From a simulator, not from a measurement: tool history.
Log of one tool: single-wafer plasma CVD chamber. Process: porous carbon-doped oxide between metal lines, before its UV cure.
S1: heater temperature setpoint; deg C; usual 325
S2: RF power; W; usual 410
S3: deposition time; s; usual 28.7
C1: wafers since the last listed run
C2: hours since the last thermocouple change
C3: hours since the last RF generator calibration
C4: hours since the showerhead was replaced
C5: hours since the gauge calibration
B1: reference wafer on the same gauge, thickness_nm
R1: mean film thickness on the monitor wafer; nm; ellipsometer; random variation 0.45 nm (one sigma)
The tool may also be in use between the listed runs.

run 1 hour=0.0 | S1=321 S2=425 S3=28.7 | C1=0 C2=1091.5 C3=1069.3 C4=7373.4 C5=20.9 | B1=109.156 | R1=121.342
run 2 hour=13.8 | S1=321 S2=425 S3=28.7 | C1=380 C2=1105.3 C3=1083.1 C4=7387.2 C5=34.7 | B1=108.950 | R1=120.755
run 3 hour=24.4 | S1=325 S2=410 S3=28.7 | C1=292 C2=1115.9 C3=1093.7 C4=7397.8 C5=45.3 | B1=108.938 | R1=115.626
run 4 hour=33.0 | S1=325 S2=410 S3=28.7 | C1=237 C2=1124.5 C3=1102.3 C4=7406.4 C5=53.9 | B1=109.050 | R1=116.632
run 5 hour=48.6 | S1=325 S2=410 S3=28.7 | C1=429 C2=1140.1 C3=1117.9 C4=7422.0 C5=69.5 | B1=109.012 | R1=114.969
run 6 hour=59.9 | S1=325 S2=410 S3=28.7 | C1=311 C2=1151.4 C3=1129.2 C4=7433.3 C5=80.8 | B1=109.111 | R1=115.430
run 7 hour=77.7 | S1=325 S2=410 S3=28.7 | C1=490 C2=1169.2 C3=1147.0 C4=7451.1 C5=98.6 | B1=109.039 | R1=115.706
-- hour=92.7 showerhead replaced
-- hour=97.3 thermocouple changed; heater temperature recalibrated
run 8 hour=97.8 | S1=325 S2=460 S3=28.7 | C1=204 C2=0.5 C3=1167.1 C4=5.1 C5=118.7 | B1=109.233 | R1=126.676
run 9 hour=98.1 | S1=325 S2=380 S3=23.4 | C1=8 C2=0.8 C3=1167.4 C4=5.4 C5=119.0 | B1=109.039 | R1=89.487
-- hour=109.6 RF generator calibrated
run 10 hour=110.1 | S1=310 S2=410 S3=28.7 | C1=110 C2=12.8 C3=0.5 C4=17.4 C5=131.0 | B1=109.244 | R1=123.469
-- hour=125.1 gauge calibrated
run 11 hour=128.0 | S1=334 S2=355 S3=31.1 | C1=493 C2=30.7 C3=18.4 C4=35.3 C5=2.9 | B1=109.143 | R1=106.313
run 12 hour=139.0 | S1=325 S2=335 S3=28.7 | C1=303 C2=41.7 C3=29.4 C4=46.3 C5=13.9 | B1=109.009 | R1=98.159
run 13 hour=153.6 | S1=325 S2=350 S3=28.7 | C1=402 C2=56.3 C3=44.0 C4=60.9 C5=28.5 | B1=108.873 | R1=101.378
run 14 hour=164.1 | S1=325 S2=335 S3=28.7 | C1=289 C2=66.8 C3=54.5 C4=71.4 C5=39.0 | B1=108.917 | R1=98.808
run 15 hour=170.9 | S1=317 S2=475 S3=25.5 | C1=187 C2=73.6 C3=61.3 C4=78.2 C5=45.8 | B1=108.993 | R1=119.690
run 16 hour=178.0 | S1=330 S2=340 S3=28.7 | C1=195 C2=80.7 C3=68.4 C4=85.3 C5=52.9 | B1=109.131 | R1=97.280

How the hidden state differs across the entries between the runs, from the last listed run before each to the first after it:
Between runs 7 and 8: showerhead replaced (hour 92.7); thermocouple changed; heater temperature recalibrated (hour 97.3)
  no hidden state differs between the two runs
Between runs 9 and 10: RF generator calibrated (hour 109.6)
  no hidden state differs between the two runs
Between runs 10 and 11: gauge calibrated (hour 125.1)
  no hidden state differs between the two runs
